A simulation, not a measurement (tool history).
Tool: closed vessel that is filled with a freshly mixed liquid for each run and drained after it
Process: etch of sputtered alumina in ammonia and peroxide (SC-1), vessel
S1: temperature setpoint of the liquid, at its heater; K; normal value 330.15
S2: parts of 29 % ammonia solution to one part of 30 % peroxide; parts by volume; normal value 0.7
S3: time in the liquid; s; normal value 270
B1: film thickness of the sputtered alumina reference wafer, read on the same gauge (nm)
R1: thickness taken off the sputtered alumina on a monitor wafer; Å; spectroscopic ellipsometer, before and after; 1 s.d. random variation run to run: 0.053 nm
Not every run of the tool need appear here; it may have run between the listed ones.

run 1 hour=0 | S1=330.15 S2=0.7 S3=270 | B1=90.05 | R1=101.1
run 2 hour=18.2 | S1=330.15 S2=0.7 S3=270 | B1=89.98 | R1=102.1
run 3 hour=38.6 | S1=330.15 S2=0.7 S3=270 | B1=90.01 | R1=101.1
run 4 hour=72.4 | S1=330.15 S2=0.9 S3=270 | B1=90.04 | R1=104
run 5 hour=92.5 | S1=330.15 S2=0.9 S3=270 | B1=90 | R1=104.1
run 6 hour=128.1 | S1=335.65 S2=0.7 S3=270 | B1=90.01 | R1=136
run 7 hour=146.1 | S1=335.65 S2=0.7 S3=270 | B1=89.98 | R1=135.6
-- hour=153.3 thermometer replaced
run 8 hour=163.6 | S1=335.65 S2=0.7 S3=270 | B1=90.02 | R1=154.1
run 9 hour=190.4 | S1=330.15 S2=0.7 S3=235 | B1=89.98 | R1=100.7
run 10 hour=220 | S1=330.15 S2=0.5 S3=110 | B1=89.98 | R1=45.3
run 11 hour=254.3 | S1=333.65 S2=0.9 S3=360 | B1=90.02 | R1=187.9
run 12 hour=275.3 | S1=330.15 S2=0.7 S3=270 | B1=89.98 | R1=114.1
-- hour=304.6 new drum of ammonia solution connected
run 13 hour=311.1 | S1=330.15 S2=0.7 S3=270 | B1=89.99 | R1=114.8
run 14 hour=337.2 | S1=330.15 S2=0.95 S3=320 | B1=90 | R1=138.9
-- hour=350.5 ammonia flow meter replaced
run 15 hour=367.6 | S1=330.15 S2=0.7 S3=270 | B1=89.98 | R1=113.6
-- hour=372.1 gauge calibrated
run 16 hour=388.5 | S1=335.65 S2=0.95 S3=360 | B1=90.02 | R1=208.3
run 17 hour=424.1 | S1=330.15 S2=0.4 S3=405 | B1=89.95 | R1=162.3
run 18 hour=444.2 | S1=333.15 S2=0.9 S3=270 | B1=89.99 | R1=135.8
run 19 hour=467.1 | S1=324.65 S2=0.95 S3=315 | B1=90.01 | R1=102

What was the tool's hidden state at every run in the log?
ammonia flow above the setpoint (%): 0, the same for each run
ammonia solution weaker than its label (%): 0, the same for each run
gauge reads high (%): 0, the same for each run
H1: liquid colder than its thermometer reads (K)
run=1 H1=2.45
run=2 H1=2.47
run=3 H1=2.49
run=4 H1=2.52
run=5 H1=2.54
run=6 H1=2.57
run=7 H1=2.59
run=8 H1=0.137
run=9 H1=0.162
run=10 H1=0.189
run=11 H1=0.221
run=12 H1=0.241
run=13 H1=0.274
run=14 H1=0.298
run=15 H1=0.326
run=16 H1=0.345
run=17 H1=0.378
run=18 H1=0.397
run=19 H1=0.418
